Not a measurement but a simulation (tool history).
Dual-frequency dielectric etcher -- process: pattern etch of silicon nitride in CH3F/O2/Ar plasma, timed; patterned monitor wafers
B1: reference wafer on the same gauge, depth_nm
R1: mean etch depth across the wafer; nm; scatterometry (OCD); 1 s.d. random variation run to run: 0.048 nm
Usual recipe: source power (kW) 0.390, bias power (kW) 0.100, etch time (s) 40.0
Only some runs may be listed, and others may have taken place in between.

run 1 hour=0.0 | source_power_(kW)=0.360 bias_power_(kW)=0.100 etch_time_(s)=40.0 | B1=35.62 | R1=31.05
run 2 hour=18.7 | source_power_(kW)=0.390 bias_power_(kW)=0.085 etch_time_(s)=40.0 | B1=35.60 | R1=30.10
run 3 hour=53.8 | source_power_(kW)=0.390 bias_power_(kW)=0.085 etch_time_(s)=40.0 | B1=35.58 | R1=30.12
run 4 hour=72.1 | source_power_(kW)=0.390 bias_power_(kW)=0.085 etch_time_(s)=40.0 | B1=35.59 | R1=30.01
run 5 hour=101.7 | source_power_(kW)=0.390 bias_power_(kW)=0.100 etch_time_(s)=49.5 | B1=35.61 | R1=39.37
run 6 hour=142.5 | source_power_(kW)=0.390 bias_power_(kW)=0.100 etch_time_(s)=49.5 | B1=35.60 | R1=39.43
run 7 hour=160.6 | source_power_(kW)=0.390 bias_power_(kW)=0.100 etch_time_(s)=40.0 | B1=35.57 | R1=31.90
run 8 hour=173.8 | source_power_(kW)=0.390 bias_power_(kW)=0.100 etch_time_(s)=40.0 | B1=35.59 | R1=31.86
run 9 hour=192.9 | source_power_(kW)=0.460 bias_power_(kW)=0.076 etch_time_(s)=34.0 | B1=35.60 | R1=26.04
run 10 hour=206.7 | source_power_(kW)=0.390 bias_power_(kW)=0.100 etch_time_(s)=40.0 | B1=35.59 | R1=31.78
run 11 hour=241.9 | source_power_(kW)=0.450 bias_power_(kW)=0.123 etch_time_(s)=28.5 | B1=35.61 | R1=25.72
run 12 hour=280.3 | source_power_(kW)=0.330 bias_power_(kW)=0.123 etch_time_(s)=43.5 | B1=35.57 | R1=34.62
run 13 hour=290.2 | source_power_(kW)=0.330 bias_power_(kW)=0.124 etch_time_(s)=40.0 | B1=35.59 | R1=31.95
run 14 hour=320.0 | source_power_(kW)=0.390 bias_power_(kW)=0.076 etch_time_(s)=40.0 | B1=35.59 | R1=28.30
run 15 hour=406.2 | source_power_(kW)=0.390 bias_power_(kW)=0.100 etch_time_(s)=40.0 | B1=35.61 | R1=31.23
run 16 hour=431.3 | source_power_(kW)=0.390 bias_power_(kW)=0.100 etch_time_(s)=40.0 | B1=35.62 | R1=31.10
run 17 hour=513.4 | source_power_(kW)=0.390 bias_power_(kW)=0.100 etch_time_(s)=37.0 | B1=35.62 | R1=28.79
run 18 hour=529.9 | source_power_(kW)=0.320 bias_power_(kW)=0.112 etch_time_(s)=44.5 | B1=35.59 | R1=33.78
run 19 hour=548.4 | source_power_(kW)=0.320 bias_power_(kW)=0.083 etch_time_(s)=30.5 | B1=35.63 | R1=20.97
run 20 hour=612.7 | source_power_(kW)=0.390 bias_power_(kW)=0.100 etch_time_(s)=40.0 | B1=35.58 | R1=31.59
run 21 hour=643.1 | source_power_(kW)=0.390 bias_power_(kW)=0.090 etch_time_(s)=33.5 | B1=35.60 | R1=25.42
run 22 hour=677.5 | source_power_(kW)=0.420 bias_power_(kW)=0.085 etch_time_(s)=34.5 | B1=35.58 | R1=26.31
run 23 hour=708.0 | source_power_(kW)=0.340 bias_power_(kW)=0.100 etch_time_(s)=40.0 | B1=35.61 | R1=30.15
run 24 hour=743.4 | source_power_(kW)=0.390 bias_power_(kW)=0.100 etch_time_(s)=50.5 | B1=35.58 | R1=39.89
run 25 hour=776.5 | source_power_(kW)=0.390 bias_power_(kW)=0.082 etch_time_(s)=40.0 | B1=35.59 | R1=29.40
run 26 hour=800.8 | source_power_(kW)=0.320 bias_power_(kW)=0.114 etch_time_(s)=31.5 | B1=35.58 | R1=24.39
run 27 hour=826.4 | source_power_(kW)=0.390 bias_power_(kW)=0.112 etch_time_(s)=33.5 | B1=35.58 | R1=27.59
run 28 hour=844.1 | source_power_(kW)=0.340 bias_power_(kW)=0.116 etch_time_(s)=40.0 | B1=35.60 | R1=31.89
run 29 hour=864.5 | source_power_(kW)=0.320 bias_power_(kW)=0.122 etch_time_(s)=40.0 | B1=35.60 | R1=31.78
run 30 hour=897.9 | source_power_(kW)=0.330 bias_power_(kW)=0.100 etch_time_(s)=50.0 | B1=35.60 | R1=37.27
run 31 hour=926.9 | source_power_(kW)=0.450 bias_power_(kW)=0.090 etch_time_(s)=40.0 | B1=35.63 | R1=32.06

Taken out of this log: 6 entries between the listed runs. Where each belongs, and how the hidden state differs across it:
Logged between run 5 and run 6: wet clean of the chamber (hour 142.0)
  source power that arrives over what is set, %: 4.69 -> 4.78; bias power that arrives over what is set, %: -3.51 -> -3.61
  measured result minus the result with no hidden state, R1: +0.11 -> +0.11 nm
Logged between run 11 and run 12: source power generator calibrated (hour 264.3); upper electrode replaced (hour 279.8)
  source power that arrives over what is set, %: 4.99 -> -0.489; bias power that arrives over what is set, %: -3.85 -> -3.95
  measured result minus the result with no hidden state, R1: +0.05 -> -0.60 nm
Logged between run 16 and run 17: gauge calibrated (hour 481.0)
  source power that arrives over what is set, %: -0.483 -> -0.475; bias power that arrives over what is set, %: -4.33 -> -4.54
  measured result minus the result with no hidden state, R1: -0.57 -> -0.55 nm
Logged between run 18 and run 19: bias power generator calibrated (hour 537.7)
  source power that arrives over what is set, %: -0.473 -> -0.471; bias power that arrives over what is set, %: -4.59 -> -1
  measured result minus the result with no hidden state, R1: -0.67 -> -0.11 nm
Logged between run 19 and run 20: wet clean of the chamber (hour 575.6)
  source power that arrives over what is set, %: -0.471 -> -0.462; bias power that arrives over what is set, %: -1 -> -1.01
  measured result minus the result with no hidden state, R1: -0.11 -> -0.17 nm

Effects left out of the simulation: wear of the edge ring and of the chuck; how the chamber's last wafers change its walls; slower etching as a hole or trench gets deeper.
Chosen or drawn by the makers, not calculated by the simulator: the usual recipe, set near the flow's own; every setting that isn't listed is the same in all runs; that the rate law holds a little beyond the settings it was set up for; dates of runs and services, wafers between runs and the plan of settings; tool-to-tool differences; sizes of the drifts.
